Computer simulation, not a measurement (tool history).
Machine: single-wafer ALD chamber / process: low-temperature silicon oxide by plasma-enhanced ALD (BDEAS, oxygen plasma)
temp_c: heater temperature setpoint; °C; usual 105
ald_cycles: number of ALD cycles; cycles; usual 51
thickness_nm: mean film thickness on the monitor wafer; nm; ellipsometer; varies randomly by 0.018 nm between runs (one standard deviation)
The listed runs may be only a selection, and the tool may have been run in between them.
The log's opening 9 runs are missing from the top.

| run | day | temp_c | ald_cycles | read-back reference wafer on the same gauge, thickness_nm | thickness_nm |
|---|---|---|---|---|---|
| 10 | 38.146 | 105 | 51 | 5.986 | 7.057 |
| 11 | 42.296 | 93 | 51 | 5.994 | 7.281 |
| 12 | 54.938 | 105 | 47 | 5.996 | 6.515 |
| 13 | 56.442 | 105 | 47 | 5.988 | 6.514 |
|  | 57.438 | gauge calibrated |
| 14 | 58.108 | 105 | 51 | 5.989 | 7.029 |
| 15 | 62.129 | 105 | 51 | 5.990 | 7.050 |
| 16 | 64.829 | 114 | 47 | 5.984 | 6.452 |
| 17 | 68.842 | 105 | 45 | 5.983 | 6.242 |
| 18 | 71.142 | 105 | 57 | 5.994 | 7.903 |
|  | 72.662 | thermocouple changed; heater temperature recalibrated |
| 19 | 75.071 | 105 | 51 | 5.986 | 7.019 |
| 20 | 76.625 | 105 | 51 | 5.988 | 7.030 |
| 21 | 79.642 | 105 | 51 | 6.000 | 7.018 |
| 22 | 81.729 | 111 | 44 | 5.985 | 6.003 |
| 23 | 85.579 | 111 | 55 | 5.991 | 7.489 |
| 24 | 89.379 | 105 | 42 | 5.985 | 5.787 |
| 25 | 93.146 | 94 | 42 | 5.989 | 5.949 |
| 26 | 95.771 | 105 | 44 | 5.986 | 6.067 |
| 27 | 99.133 | 96 | 51 | 5.988 | 7.195 |
| 28 | 103.200 | 116 | 51 | 5.990 | 6.919 |
| 29 | 106.071 | 105 | 51 | 5.985 | 7.039 |
| 30 | 115.671 | 109 | 59 | 5.988 | 8.141 |
| 31 | 117.708 | 105 | 54 | 5.999 | 7.500 |

Predict each of these 5 candidate next runs independently; none follows another, all start after run 31:
| A | 117.729 | 117 | 51 | ? | ? |
| B | 117.729 | 92 | 51 | ? | ? |
| C | 117.729 | 97 | 42 | ? | ? |
| D | 117.729 | 90 | 51 | ? | ? |
| E | 117.729 | 92 | 59 | ? | ? |

| run | read-back reference wafer on the same gauge, thickness_nm | thickness_nm |
|---|---|---|
| A | 5.998 | 6.938 |
| B | 5.998 | 7.355 |
| C | 5.998 | 5.964 |
| D | 5.998 | 7.400 |
| E | 5.998 | 8.508 |
Had the tool no hidden state, the same runs would have come out as:
| run | thickness_nm |
|---|---|
| A | 6.885 |
| B | 7.249 |
| C | 5.877 |
| D | 7.294 |
| E | 8.386 |

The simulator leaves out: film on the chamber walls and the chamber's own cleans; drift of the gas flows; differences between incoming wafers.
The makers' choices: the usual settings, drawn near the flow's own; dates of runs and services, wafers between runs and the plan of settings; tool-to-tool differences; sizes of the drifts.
